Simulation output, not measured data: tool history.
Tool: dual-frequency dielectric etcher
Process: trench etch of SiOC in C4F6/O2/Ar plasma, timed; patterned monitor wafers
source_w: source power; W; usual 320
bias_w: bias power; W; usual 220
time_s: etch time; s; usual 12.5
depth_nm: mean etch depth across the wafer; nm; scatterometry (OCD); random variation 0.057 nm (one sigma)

| run | hour | source_w | bias_w | time_s | wafers since the last listed run | hours since the last wet clean | hours since the last source power generator calibration | hours since the last bias power generator calibration | hours since the last upper electrode change | hours since the gauge calibration | read-back reference wafer on the same gauge, depth_nm | depth_nm |
|---|---|---|---|---|---|---|---|---|---|---|---|---|
| 1 | 0 | 320 | 196 | 12.5 | 0 | 27.4 | 1514.9 | 3420 | 4545.5 | 188.2 | 22.3 | 22.11 |
| 2 | 29.3 | 320 | 220 | 12.5 | 318 | 56.7 | 1544.2 | 3449.3 | 4574.8 | 217.5 | 22.3 | 22.61 |
| 3 | 97.3 | 320 | 220 | 12.5 | 739 | 124.7 | 1612.2 | 3517.3 | 4642.8 | 285.5 | 22.3 | 22.59 |
| 4 | 142.7 | 320 | 220 | 12.5 | 493 | 170.1 | 1657.6 | 3562.7 | 4688.2 | 330.9 | 22.3 | 22.65 |
| 5 | 203 | 320 | 220 | 12.5 | 655 | 230.4 | 1717.9 | 3623 | 4748.5 | 391.2 | 22.29 | 22.46 |
| 6 | 257.4 | 320 | 220 | 10.5 | 591 | 284.8 | 1772.3 | 3677.4 | 4802.9 | 445.6 | 22.31 | 19.08 |
| 7 | 283.4 | 320 | 220 | 12.5 | 282 | 310.8 | 1798.3 | 3703.4 | 4828.9 | 471.6 | 22.31 | 22.53 |
|  | 288.7 | bias power generator calibrated |
| 8 | 328.4 | 320 | 220 | 12.5 | 445 | 355.8 | 1843.3 | 39.7 | 4873.9 | 516.6 | 22.29 | 22.56 |
| 9 | 387.1 | 320 | 220 | 12.5 | 638 | 414.5 | 1902 | 98.4 | 4932.6 | 575.3 | 22.31 | 22.67 |
|  | 417.6 | gauge calibrated |
|  | 421.7 | wet clean of the chamber |
| 10 | 429.7 | 320 | 220 | 12.5 | 202 | 8 | 1944.6 | 141 | 4975.2 | 12.1 | 22.3 | 22.68 |
| 11 | 472.5 | 360 | 242 | 12.5 | 465 | 50.8 | 1987.4 | 183.8 | 5018 | 54.9 | 22.31 | 24.29 |
|  | 490.3 | source power generator calibrated |
| 12 | 505 | 350 | 263 | 12.5 | 309 | 83.3 | 14.7 | 216.3 | 5050.5 | 87.4 | 22.31 | 23.88 |
|  | 566.4 | upper electrode replaced |
| 13 | 566.9 | 300 | 274 | 15.5 | 412 | 145.2 | 76.6 | 278.2 | 0.5 | 149.3 | 22.3 | 28.08 |
| 14 | 609.5 | 320 | 220 | 12.5 | 463 | 187.8 | 119.2 | 320.8 | 43.1 | 191.9 | 22.29 | 22.3 |
| 15 | 713.8 | 260 | 206 | 12.5 | 1133 | 292.1 | 223.5 | 425.1 | 147.4 | 296.2 | 22.29 | 20.11 |
| 16 | 738.1 | 390 | 275 | 13.5 | 264 | 316.4 | 247.8 | 449.4 | 171.7 | 320.5 | 22.3 | 27.34 |
|  | 781 | wet clean of the chamber |
| 17 | 808 | 340 | 220 | 12.5 | 499 | 27 | 317.7 | 519.3 | 241.6 | 390.4 | 22.29 | 22.89 |
| 18 | 837.7 | 320 | 220 | 12.5 | 322 | 56.7 | 347.4 | 549 | 271.3 | 420.1 | 22.3 | 22.36 |
| 19 | 891.1 | 300 | 220 | 12.5 | 580 | 110.1 | 400.8 | 602.4 | 324.7 | 473.5 | 22.3 | 21.64 |

5 ways to go on from here, each from the tool as it stands after run 19. What would each give?
| A | 891.5 | 320 | 220 | 12.5 | 4 | 110.5 | 401.2 | 602.8 | 325.1 | 473.9 | ? | ? |
| B | 891.5 | 290 | 167 | 9.5 | 4 | 110.5 | 401.2 | 602.8 | 325.1 | 473.9 | ? | ? |
| C | 891.5 | 360 | 259 | 9 | 4 | 110.5 | 401.2 | 602.8 | 325.1 | 473.9 | ? | ? |
| D | 891.5 | 320 | 236 | 15.5 | 4 | 110.5 | 401.2 | 602.8 | 325.1 | 473.9 | ? | ? |
| E | 891.5 | 320 | 266 | 8.5 | 4 | 110.5 | 401.2 | 602.8 | 325.1 | 473.9 | ? | ? |

| run | read-back reference wafer on the same gauge, depth_nm | depth_nm |
|---|---|---|
| A | 22.3 | 22.33 |
| B | 22.3 | 15.58 |
| C | 22.3 | 17.39 |
| D | 22.3 | 28.02 |
| E | 22.3 | 15.7 |
Without the tool's hidden state the same runs would have given:
| run | depth_nm |
|---|---|
| A | 22.33 |
| B | 15.58 |
| C | 17.39 |
| D | 28.02 |
| E | 15.7 |
